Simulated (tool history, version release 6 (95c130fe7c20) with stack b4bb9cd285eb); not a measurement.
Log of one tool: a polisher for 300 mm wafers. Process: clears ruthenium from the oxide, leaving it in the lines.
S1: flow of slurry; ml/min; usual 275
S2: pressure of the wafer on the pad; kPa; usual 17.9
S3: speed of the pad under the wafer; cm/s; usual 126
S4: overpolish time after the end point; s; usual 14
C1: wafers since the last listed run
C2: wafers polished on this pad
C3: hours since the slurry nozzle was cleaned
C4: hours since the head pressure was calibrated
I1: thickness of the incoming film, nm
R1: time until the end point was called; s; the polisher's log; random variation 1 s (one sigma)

run 1 hour=0.0 | S1=275 S2=17.9 S3=126 S4=14 | C1=0 C2=1881 C3=262.9 C4=642.6 | I1=188.4 | R1=98.3
run 2 hour=69.0 | S1=325 S2=17.9 S3=126 S4=16 | C1=532 C2=2413 C3=331.9 C4=711.6 | I1=194.2 | R1=97.4
run 3 hour=134.3 | S1=325 S2=17.9 S3=126 S4=16 | C1=503 C2=2917 C3=397.2 C4=776.9 | I1=191.3 | R1=98.2
-- hour=144.5 head pressure recalibrated
-- hour=146.9 worn pad replaced by a new one
-- hour=166.0 slurry nozzle cleaned
run 4 hour=181.0 | S1=275 S2=17.9 S3=126 S4=14 | C1=319 C2=255 C3=15.0 C4=36.5 | I1=190.4 | R1=104.4
run 5 hour=222.3 | S1=275 S2=17.9 S3=126 S4=14 | C1=318 C2=574 C3=56.3 C4=77.8 | I1=189.8 | R1=101.4
run 6 hour=261.0 | S1=275 S2=17.9 S3=126 S4=14 | C1=298 C2=872 C3=95.0 C4=116.5 | I1=188.7 | R1=101.1
run 7 hour=416.2 | S1=275 S2=17.9 S3=126 S4=14 | C1=1197 C2=2070 C3=250.2 C4=271.7 | I1=193.2 | R1=100.9
run 8 hour=476.5 | S1=275 S2=17.9 S3=160 S4=14 | C1=465 C2=2535 C3=310.5 C4=332.0 | I1=186.1 | R1=77.6
run 9 hour=525.6 | S1=275 S2=17.9 S3=126 S4=14 | C1=378 C2=2914 C3=359.6 C4=381.1 | I1=188.1 | R1=99.8
-- hour=554.3 worn pad replaced by a new one
-- hour=556.7 slurry nozzle cleaned
run 10 hour=561.4 | S1=275 S2=17.9 S3=126 S4=14 | C1=237 C2=46 C3=4.7 C4=416.9 | I1=190.9 | R1=94.5
run 11 hour=600.8 | S1=275 S2=17.9 S3=126 S4=14 | C1=303 C2=350 C3=44.1 C4=456.3 | I1=190.5 | R1=95.5
run 12 hour=628.9 | S1=275 S2=17.9 S3=126 S4=14 | C1=216 C2=567 C3=72.2 C4=484.4 | I1=191.7 | R1=96.9
run 13 hour=655.8 | S1=275 S2=17.9 S3=126 S4=14 | C1=207 C2=775 C3=99.1 C4=511.3 | I1=189.6 | R1=95.5
run 14 hour=682.7 | S1=305 S2=17.9 S3=126 S4=14 | C1=207 C2=982 C3=126.0 C4=538.2 | I1=190.8 | R1=95.8
run 15 hour=738.4 | S1=305 S2=17.9 S3=126 S4=14 | C1=429 C2=1412 C3=181.7 C4=593.9 | I1=190.9 | R1=95.6
run 16 hour=805.8 | S1=305 S2=17.9 S3=126 S4=14 | C1=520 C2=1932 C3=249.1 C4=661.3 | I1=189.5 | R1=96.7
run 17 hour=846.8 | S1=275 S2=17.9 S3=126 S4=14 | C1=316 C2=2248 C3=290.1 C4=702.3 | I1=190.5 | R1=98.9
run 18 hour=917.5 | S1=320 S2=22.1 S3=126 S4=7 | C1=545 C2=2794 C3=360.8 C4=773.0 | I1=190.5 | R1=77.5
-- hour=934.6 worn pad replaced by a new one
-- hour=958.0 head pressure recalibrated
-- hour=1036.5 slurry nozzle cleaned
run 19 hour=1112.4 | S1=275 S2=20.7 S3=126 S4=17 | C1=1449 C2=1348 C3=75.9 C4=154.4 | I1=192.8 | R1=86.9
run 20 hour=1165.3 | S1=275 S2=17.9 S3=166 S4=22 | C1=408 C2=1756 C3=128.8 C4=207.3 | I1=190.0 | R1=75.7
run 21 hour=1234.7 | S1=275 S2=17.9 S3=126 S4=14 | C1=535 C2=2291 C3=198.2 C4=276.7 | I1=189.7 | R1=98.0
run 22 hour=1286.6 | S1=275 S2=14.5 S3=126 S4=14 | C1=400 C2=2692 C3=250.1 C4=328.6 | I1=189.7 | R1=122.2
run 23 hour=1381.7 | S1=275 S2=22.8 S3=126 S4=14 | C1=733 C2=3426 C3=345.2 C4=423.7 | I1=192.6 | R1=78.0
run 24 hour=1413.9 | S1=210 S2=21.4 S3=162 S4=10 | C1=248 C2=3674 C3=377.4 C4=455.9 | I1=189.9 | R1=65.4
-- hour=1423.0 worn pad replaced by a new one
run 25 hour=1464.7 | S1=275 S2=17.9 S3=126 S4=14 | C1=361 C2=321 C3=428.2 C4=506.7 | I1=193.2 | R1=99.9
-- hour=1511.7 slurry nozzle cleaned
run 26 hour=1534.5 | S1=275 S2=17.9 S3=98 S4=14 | C1=530 C2=852 C3=22.8 C4=576.5 | I1=189.9 | R1=120.9
run 27 hour=1569.9 | S1=345 S2=13.8 S3=126 S4=14 | C1=273 C2=1125 C3=58.2 C4=611.9 | I1=190.4 | R1=119.0
run 28 hour=1626.2 | S1=325 S2=21.4 S3=152 S4=14 | C1=434 C2=1560 C3=114.5 C4=668.2 | I1=188.5 | R1=64.6
run 29 hour=1686.7 | S1=275 S2=17.9 S3=126 S4=19 | C1=466 C2=2026 C3=175.0 C4=728.7 | I1=190.4 | R1=94.1
run 30 hour=1730.8 | S1=355 S2=17.9 S3=126 S4=6 | C1=340 C2=2367 C3=219.1 C4=772.8 | I1=187.5 | R1=91.4
run 31 hour=1774.9 | S1=275 S2=17.9 S3=96 S4=14 | C1=340 C2=2707 C3=263.2 C4=816.9 | I1=191.1 | R1=126.3
run 32 hour=1830.7 | S1=305 S2=17.9 S3=126 S4=14 | C1=430 C2=3137 C3=319.0 C4=872.7 | I1=188.6 | R1=93.4
run 33 hour=1885.8 | S1=275 S2=17.9 S3=126 S4=14 | C1=425 C2=3563 C3=374.1 C4=927.8 | I1=187.6 | R1=94.8
-- hour=1913.5 head pressure recalibrated
-- hour=1934.7 worn pad replaced by a new one
-- hour=1995.7 slurry nozzle cleaned
run 34 hour=2009.1 | S1=365 S2=17.9 S3=146 S4=14 | C1=897 C2=566 C3=13.4 C4=95.6 | I1=189.5 | R1=85.1
run 35 hour=2071.9 | S1=275 S2=17.9 S3=126 S4=14 | C1=484 C2=1050 C3=76.2 C4=158.4 | I1=188.3 | R1=98.3

5 ways to go on from here, each from the tool as it stands after run 35. What would each give?
run A hour=2072.4 | S1=275 S2=17.9 S3=126 S4=14 | C1=3 C2=1054 C3=76.7 C4=158.9 | I1=192.4 | R1=?
run B hour=2072.4 | S1=180 S2=13.1 S3=126 S4=14 | C1=3 C2=1054 C3=76.7 C4=158.9 | I1=192.4 | R1=?
run C hour=2072.4 | S1=275 S2=20.7 S3=126 S4=14 | C1=3 C2=1054 C3=76.7 C4=158.9 | I1=192.4 | R1=?
run D hour=2072.4 | S1=220 S2=17.9 S3=164 S4=14 | C1=3 C2=1054 C3=76.7 C4=158.9 | I1=192.4 | R1=?
run E hour=2072.4 | S1=200 S2=13.1 S3=126 S4=14 | C1=3 C2=1054 C3=76.7 C4=158.9 | I1=192.4 | R1=?

run=A R1=102.7
run=B R1=145.8
run=C R1=89.0
run=D R1=81.1
run=E R1=144.4
Without the tool's hidden state the same runs would have given:
run=A R1=106.8
run=B R1=151.2
run=C R1=92.6
run=D R1=84.2
run=E R1=149.8
